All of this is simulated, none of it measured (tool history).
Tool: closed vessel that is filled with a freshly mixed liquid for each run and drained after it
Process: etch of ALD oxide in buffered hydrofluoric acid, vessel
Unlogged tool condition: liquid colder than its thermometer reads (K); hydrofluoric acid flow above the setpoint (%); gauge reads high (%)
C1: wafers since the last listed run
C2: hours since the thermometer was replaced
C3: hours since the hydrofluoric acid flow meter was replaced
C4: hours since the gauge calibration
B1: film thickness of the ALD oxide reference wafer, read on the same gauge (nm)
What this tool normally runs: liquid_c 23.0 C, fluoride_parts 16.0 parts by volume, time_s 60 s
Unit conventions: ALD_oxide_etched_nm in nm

Run 1, hour 0.0: usual settings but liquid_c 21.0 C; C1 0; C2 2770.7; C3 2092.5; C4 237.8; B1 59.99. Result: ALD_oxide_etched_nm 45.49 nm.
Run 2, hour 25.3: usual settings but liquid_c 21.0 C; C1 2518; C2 2796.0; C3 2117.8; C4 263.1; B1 59.96. Result: ALD_oxide_etched_nm 45.84 nm.
Run 3, hour 73.7: usual settings but liquid_c 21.0 C; C1 4817; C2 2844.4; C3 2166.2; C4 311.5; B1 60.01. Result: ALD_oxide_etched_nm 46.12 nm.
Run 4, hour 87.5: usual settings; C1 1373; C2 2858.2; C3 2180.0; C4 325.3; B1 60.01. Result: ALD_oxide_etched_nm 51.23 nm.
Run 5, hour 105.2: usual settings; C1 1761; C2 2875.9; C3 2197.7; C4 343.0; B1 59.99. Result: ALD_oxide_etched_nm 51.62 nm.
Run 6, hour 120.3: usual settings; C1 1503; C2 2891.0; C3 2212.8; C4 358.1; B1 59.98. Result: ALD_oxide_etched_nm 51.26 nm.
Run 7, hour 149.8: usual settings but fluoride_parts 12.5 parts by volume; C1 2936; C2 2920.5; C3 2242.3; C4 387.6; B1 59.97. Result: ALD_oxide_etched_nm 66.22 nm.
Run 8, hour 184.8: usual settings but fluoride_parts 12.5 parts by volume; C1 3483; C2 2955.5; C3 2277.3; C4 422.6; B1 60.03. Result: ALD_oxide_etched_nm 65.47 nm.
Run 9, hour 208.5: usual settings but fluoride_parts 12.5 parts by volume; C1 2359; C2 2979.2; C3 2301.0; C4 446.3; B1 60.01. Result: ALD_oxide_etched_nm 65.93 nm.
Run 10, hour 239.3: usual settings; C1 3065; C2 3010.0; C3 2331.8; C4 477.1; B1 59.97. Result: ALD_oxide_etched_nm 51.07 nm.
Run 11, hour 258.7: usual settings; C1 1931; C2 3029.4; C3 2351.2; C4 496.5; B1 59.99. Result: ALD_oxide_etched_nm 50.90 nm.
Run 12, hour 278.9: usual settings; C1 2010; C2 3049.6; C3 2371.4; C4 516.7; B1 60.00. Result: ALD_oxide_etched_nm 51.54 nm.
At hour 311.0: gauge calibrated.
Run 13, hour 311.8: usual settings but fluoride_parts 21.0 parts by volume; C1 3274; C2 3082.5; C3 2404.3; C4 0.8; B1 59.99. Result: ALD_oxide_etched_nm 39.73 nm.
Run 14, hour 329.2: usual settings but fluoride_parts 11.0 parts by volume, time_s 95 s; C1 1731; C2 3099.9; C3 2421.7; C4 18.2; B1 59.98. Result: ALD_oxide_etched_nm 115.68 nm.
Run 15, hour 349.2: usual settings but time_s 70 s; C1 1990; C2 3119.9; C3 2441.7; C4 38.2; B1 60.00. Result: ALD_oxide_etched_nm 59.31 nm.
Run 16, hour 377.8: usual settings; C1 2846; C2 3148.5; C3 2470.3; C4 66.8; B1 60.03. Result: ALD_oxide_etched_nm 50.45 nm.
Run 17, hour 403.3: usual settings; C1 2538; C2 3174.0; C3 2495.8; C4 92.3; B1 60.00. Result: ALD_oxide_etched_nm 50.87 nm.
Run 18, hour 437.4: usual settings but time_s 50 s; C1 3394; C2 3208.1; C3 2529.9; C4 126.4; B1 60.00. Result: ALD_oxide_etched_nm 41.95 nm.
At hour 464.7: thermometer replaced.
Run 19, hour 466.1: usual settings but liquid_c 25.5 C, fluoride_parts 21.0 parts by volume, time_s 30 s; C1 2757; C2 1.4; C3 2558.6; C4 155.1; B1 60.00. Result: ALD_oxide_etched_nm 26.13 nm.
At hour 467.4: hydrofluoric acid flow meter replaced.
Run 20, hour 492.0: usual settings but fluoride_parts 10.5 parts by volume, time_s 70 s; C1 2478; C2 27.3; C3 24.6; C4 181.0; B1 60.00. Result: ALD_oxide_etched_nm 103.19 nm.
Run 21, hour 524.2: usual settings but fluoride_parts 14.0 parts by volume, time_s 50 s; C1 3205; C2 59.5; C3 56.8; C4 213.2; B1 60.00. Result: ALD_oxide_etched_nm 55.64 nm.
Run 22, hour 556.9: usual settings but liquid_c 20.0 C, fluoride_parts 20.0 parts by volume; C1 3254; C2 92.2; C3 89.5; C4 245.9; B1 59.98. Result: ALD_oxide_etched_nm 39.41 nm.
Run 23, hour 590.0: usual settings; C1 3294; C2 125.3; C3 122.6; C4 279.0; B1 59.99. Result: ALD_oxide_etched_nm 58.14 nm.
Run 24, hour 619.2: usual settings but fluoride_parts 14.0 parts by volume, time_s 50 s; C1 2906; C2 154.5; C3 151.8; C4 308.2; B1 60.01. Result: ALD_oxide_etched_nm 54.61 nm.
Run 25, hour 631.6: usual settings but liquid_c 27.5 C, time_s 85 s; C1 1234; C2 166.9; C3 164.2; C4 320.6; B1 60.00. Result: ALD_oxide_etched_nm 105.02 nm.

Each row is a separate what-if for the run after 25, all from the same tool condition, not one after another. Results?
Run A, hour 632.3: usual settings; C1 69; C2 167.6; C3 164.9; C4 321.3; B1 ?. Result: ALD_oxide_etched_nm ?.
Run B, hour 632.3: usual settings but time_s 35 s; C1 69; C2 167.6; C3 164.9; C4 321.3; B1 ?. Result: ALD_oxide_etched_nm ?.
Run C, hour 632.3: usual settings but fluoride_parts 13.0 parts by volume, time_s 95 s; C1 69; C2 167.6; C3 164.9; C4 321.3; B1 ?. Result: ALD_oxide_etched_nm ?.
Run D, hour 632.3: usual settings but liquid_c 19.0 C, fluoride_parts 12.5 parts by volume, time_s 40 s; C1 69; C2 167.6; C3 164.9; C4 321.3; B1 ?. Result: ALD_oxide_etched_nm ?.
Run E, hour 632.3: usual settings but liquid_c 20.5 C, time_s 35 s; C1 69; C2 167.6; C3 164.9; C4 321.3; B1 ?. Result: ALD_oxide_etched_nm ?.

run     B1  ALD_oxide_etched_nm
  A  60.00                57.99
  B  60.00                33.83
  C  60.00               112.58
  D  60.00                39.41
  E  60.00                29.44
With no hidden state in the tool, these same runs would have given:
run  ALD_oxide_etched_nm
  A                59.18
  B                34.52
  C               114.90
  D                40.24
  E                30.05

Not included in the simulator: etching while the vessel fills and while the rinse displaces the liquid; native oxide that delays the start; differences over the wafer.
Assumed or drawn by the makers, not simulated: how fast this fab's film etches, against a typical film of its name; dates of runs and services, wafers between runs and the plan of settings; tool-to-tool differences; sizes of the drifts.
